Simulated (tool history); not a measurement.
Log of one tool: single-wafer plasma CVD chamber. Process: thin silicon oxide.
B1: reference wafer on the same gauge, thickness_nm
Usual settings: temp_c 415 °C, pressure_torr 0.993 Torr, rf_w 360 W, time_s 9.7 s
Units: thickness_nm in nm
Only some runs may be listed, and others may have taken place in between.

Run 1, hour 0: usual settings; B1 22.4. Result: thickness_nm 21.267 nm.
Run 2, hour 35.8: usual settings; B1 22.409. Result: thickness_nm 21.664 nm.
Run 3, hour 80: usual settings; B1 22.412. Result: thickness_nm 21.687 nm.
Run 4, hour 105.9: usual settings; B1 22.413. Result: thickness_nm 21.498 nm.
Run 5, hour 138.1: usual settings but pressure_torr 1.153 Torr, rf_w 325 W; B1 22.372. Result: thickness_nm 23.356 nm.
Run 6, hour 188.4: usual settings but pressure_torr 1.153 Torr, rf_w 325 W; B1 22.4. Result: thickness_nm 23.291 nm.
Run 7, hour 257.2: usual settings but pressure_torr 1.153 Torr, rf_w 325 W; B1 22.363. Result: thickness_nm 23.357 nm.
At hour 326.1: showerhead replaced.
Run 8, hour 328: usual settings; B1 22.401. Result: thickness_nm 21.528 nm.
Run 9, hour 394.1: usual settings but temp_c 430 °C, pressure_torr 1.183 Torr, rf_w 300 W, time_s 10.55 s; B1 22.371. Result: thickness_nm 25.045 nm.
Run 10, hour 450.3: usual settings; B1 22.413. Result: thickness_nm 21.536 nm.
At hour 478.5: thermocouple changed; heater temperature recalibrated.
At hour 486.9: RF generator calibrated.
Run 11, hour 492.2: usual settings but temp_c 426 °C, rf_w 325 W, time_s 8.94 s; B1 22.408. Result: thickness_nm 19.241 nm.
At hour 637.5: gauge calibrated.
At hour 642.2: capacitance manometer re-zeroed and calibrated.
Run 12, hour 670.2: usual settings but pressure_torr 1.193 Torr; B1 22.402. Result: thickness_nm 24.303 nm.
Run 13, hour 713.8: usual settings but temp_c 427 °C, rf_w 415 W; B1 22.402. Result: thickness_nm 21.987 nm.
Run 14, hour 766.6: usual settings but pressure_torr 0.86 Torr, time_s 8.42 s; B1 22.405. Result: thickness_nm 16.428 nm.
Run 15, hour 814.3: usual settings; B1 22.42. Result: thickness_nm 21.543 nm.

5 options for the next run, each taken on its own from the tool as it stands now. Forecast them:
Run A, hour 814.7: usual settings but time_s 8.64 s; B1 ?. Result: thickness_nm ?.
Run B, hour 814.7: usual settings but pressure_torr 1.22 Torr, rf_w 300 W, time_s 11.07 s; B1 ?. Result: thickness_nm ?.
Run C, hour 814.7: usual settings but rf_w 295 W; B1 ?. Result: thickness_nm ?.
Run D, hour 814.7: usual settings but pressure_torr 1.092 Torr, rf_w 395 W, time_s 8 s; B1 ?. Result: thickness_nm ?.
Run E, hour 814.7: usual settings but temp_c 402 °C, pressure_torr 1.221 Torr, time_s 8.19 s; B1 ?. Result: thickness_nm ?.

run      B1  thickness_nm
  A  22.394        19.348
  B  22.394         27.25
  C  22.394        20.779
  D  22.394        19.522
  E  22.394        21.221
Without the tool's hidden state the same runs would have given:
run  thickness_nm
  A        19.348
  B         27.25
  C        20.779
  D        19.522
  E        21.221
